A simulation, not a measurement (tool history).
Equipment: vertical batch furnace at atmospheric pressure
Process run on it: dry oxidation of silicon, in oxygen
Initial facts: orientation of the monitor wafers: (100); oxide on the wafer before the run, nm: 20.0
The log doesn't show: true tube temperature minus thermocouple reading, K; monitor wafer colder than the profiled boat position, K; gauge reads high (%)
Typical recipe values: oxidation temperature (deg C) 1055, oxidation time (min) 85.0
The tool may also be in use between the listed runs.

run	day	oxidation temperature (deg C)	oxidation time (min)	wafers since the last listed run	hours since the last temperature calibration	hours since the boat lift was adjusted	hours since the gauge calibration	read-back reference wafer on the same gauge, thickness	oxide thickness on the monitor wafer (nm)
1	0.000	1055	85.0	0	1255.8	1038.9	565.3	127.05	109.97
2	3.392	1055	85.0	683	1337.2	1120.3	646.7	126.99	110.65
3	9.317	1055	85.0	1193	1479.4	1262.5	788.9	126.98	111.17
4	10.971	1055	85.0	333	1519.1	1302.2	828.6	126.94	110.86
5	16.158	1055	85.0	1045	1643.6	1426.7	953.1	126.95	111.22
6	20.400	1055	85.0	854	1745.4	1528.5	1054.9	126.95	111.24
# day 22.858: thermocouples replaced and temperature profile calibrated
7	22.879	1040	118.5	298	0.5	1588.0	1114.4	127.15	119.19
8	24.121	1040	118.5	250	30.3	1617.8	1144.2	126.89	119.38
9	27.312	1055	73.5	643	106.9	1694.4	1220.8	126.83	99.50
10	31.504	1065	85.0	844	207.5	1795.0	1321.4	127.18	117.31
11	34.333	1032	54.5	570	275.4	1862.9	1389.3	126.87	70.04
12	36.729	1048	85.0	482	332.9	1920.4	1446.8	127.04	103.93
# day 40.396: gauge calibrated
13	40.950	1055	56.0	850	434.2	2021.7	13.3	127.16	85.49
# day 42.142: boat lift adjusted
14	42.654	1065	85.0	141	475.1	12.3	54.2	126.95	117.33
15	47.038	1070	126.5	883	580.3	117.5	159.4	127.02	155.57
16	51.388	1067	127.5	876	684.7	221.9	263.8	126.92	152.27
17	53.788	1055	85.0	483	742.3	279.5	321.4	126.90	109.30
18	57.017	1043	106.5	650	819.8	357.0	398.9	127.09	114.24

Exercise: give the hidden state of the tool at every run:
monitor wafer colder than the profiled boat position, K: 0 across all the runs
gauge reads high (%): 0 across all the runs
H1: true tube temperature minus thermocouple reading, K
run	H1
1	2.16
2	2.44
3	2.96
4	3.12
5	3.64
6	4.09
7	0.384
8	0.385
9	0.399
10	0.44
11	0.483
12	0.529
13	0.631
14	0.68
15	0.826
16	0.999
17	1.11
18	1.27
